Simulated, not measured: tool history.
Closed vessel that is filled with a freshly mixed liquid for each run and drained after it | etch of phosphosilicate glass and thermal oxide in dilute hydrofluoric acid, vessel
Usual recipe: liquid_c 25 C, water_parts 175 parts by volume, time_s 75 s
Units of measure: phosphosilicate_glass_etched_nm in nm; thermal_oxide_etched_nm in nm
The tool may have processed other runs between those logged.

run,hour,liquid_c,water_parts,time_s,"read-back film thickness of the phosphosilicate glass reference wafer, read on the same gauge (nm)","read-back film thickness of the thermal oxide reference wafer, read on the same gauge (nm)",phosphosilicate_glass_etched_nm,thermal_oxide_etched_nm
1,0,25,130,75,39.94,79.953,56.94,2.614
2,28.6,25,130,75,40.04,80.01,56.71,2.706
3,64,25,130,75,40,80.015,58.37,2.645
# hour 68.9: thermometer replaced
4,134.8,28.5,175,75,39.99,80.025,45.53,2.091
5,206.4,29,175,75,39.96,79.999,47.1,2.143
6,302.3,23.5,100,75,40.04,79.98,71.91,3.238
7,390.8,25,175,75,39.98,79.993,39.84,1.878
8,442,21.5,90,60,40.01,79.992,59.52,2.777
# hour 486.7: gauge calibrated
9,503.2,25,175,75,40.01,80.015,40.37,1.859
10,665.7,28,215,105,40.01,79.978,47.94,2.258
11,735.5,25,175,75,39.94,79.985,39.16,1.895
12,771,25,210,75,39.98,79.999,31.65,1.497
13,811.1,25,175,75,39.97,79.994,39.27,1.809
14,855.4,23,85,45,39.96,79.983,50.28,2.309

Run 15 is up next; what results do you expect?
15,899.1,25,90,35,?,?,?,?

read-back film thickness of the phosphosilicate glass reference wafer, read on the same gauge (nm): 39.99
read-back film thickness of the thermal oxide reference wafer, read on the same gauge (nm): 80.017
phosphosilicate_glass_etched_nm: 39.98 nm
thermal_oxide_etched_nm: 1.83 nm
With the hidden condition absent and the run-to-run variation left alone, this run would have shown phosphosilicate_glass_etched_nm 40.81 nm, thermal_oxide_etched_nm 1.868 nm.
